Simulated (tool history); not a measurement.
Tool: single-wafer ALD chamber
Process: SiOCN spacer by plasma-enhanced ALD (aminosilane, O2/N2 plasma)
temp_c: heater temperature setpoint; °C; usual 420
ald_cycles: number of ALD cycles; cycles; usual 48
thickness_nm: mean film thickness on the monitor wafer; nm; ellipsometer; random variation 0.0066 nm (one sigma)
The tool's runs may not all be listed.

run,hour,temp_c,ald_cycles,"read-back reference wafer on the same gauge, thickness_nm",thickness_nm
1,0,414,48,2.3,2.739
# hour 8.9: thermocouple changed; heater temperature recalibrated
2,45.4,420,48,2.3,2.632
3,106.4,420,48,2.3,2.654
4,183.1,420,48,2.3,2.635
5,277.5,420,48,2.299,2.644
6,362.1,420,48,2.299,2.636
7,406,420,48,2.301,2.643
8,491.6,420,48,2.299,2.658
9,550.3,420,48,2.299,2.637
10,624.4,420,48,2.299,2.644
11,667.9,420,48,2.299,2.65
12,762,420,48,2.298,2.643
13,848.8,420,48,2.299,2.645
14,964.6,420,48,2.298,2.655
15,1028.5,420,48,2.301,2.648
16,1079.1,420,48,2.3,2.659
17,1174,420,48,2.3,2.654
18,1268.6,420,48,2.3,2.644
19,1361.5,420,48,2.299,2.642
20,1452.1,420,48,2.3,2.655
21,1503.1,420,48,2.3,2.659
22,1600.8,420,48,2.3,2.662
23,1648.3,414,56,2.3,3.169
# hour 1709.2: thermocouple changed; heater temperature recalibrated
24,1752,433,42,2.298,2.275
25,1844.7,410,44,2.3,2.543
26,1912.2,431,42,2.3,2.275

Run 27 comes next. What will it give?
27,1993.2,413,55,?,?

read-back reference wafer on the same gauge, thickness_nm: 2.3
thickness_nm: 3.143 nm
Without the tool's hidden state the same run would have given thickness_nm 3.088 nm.

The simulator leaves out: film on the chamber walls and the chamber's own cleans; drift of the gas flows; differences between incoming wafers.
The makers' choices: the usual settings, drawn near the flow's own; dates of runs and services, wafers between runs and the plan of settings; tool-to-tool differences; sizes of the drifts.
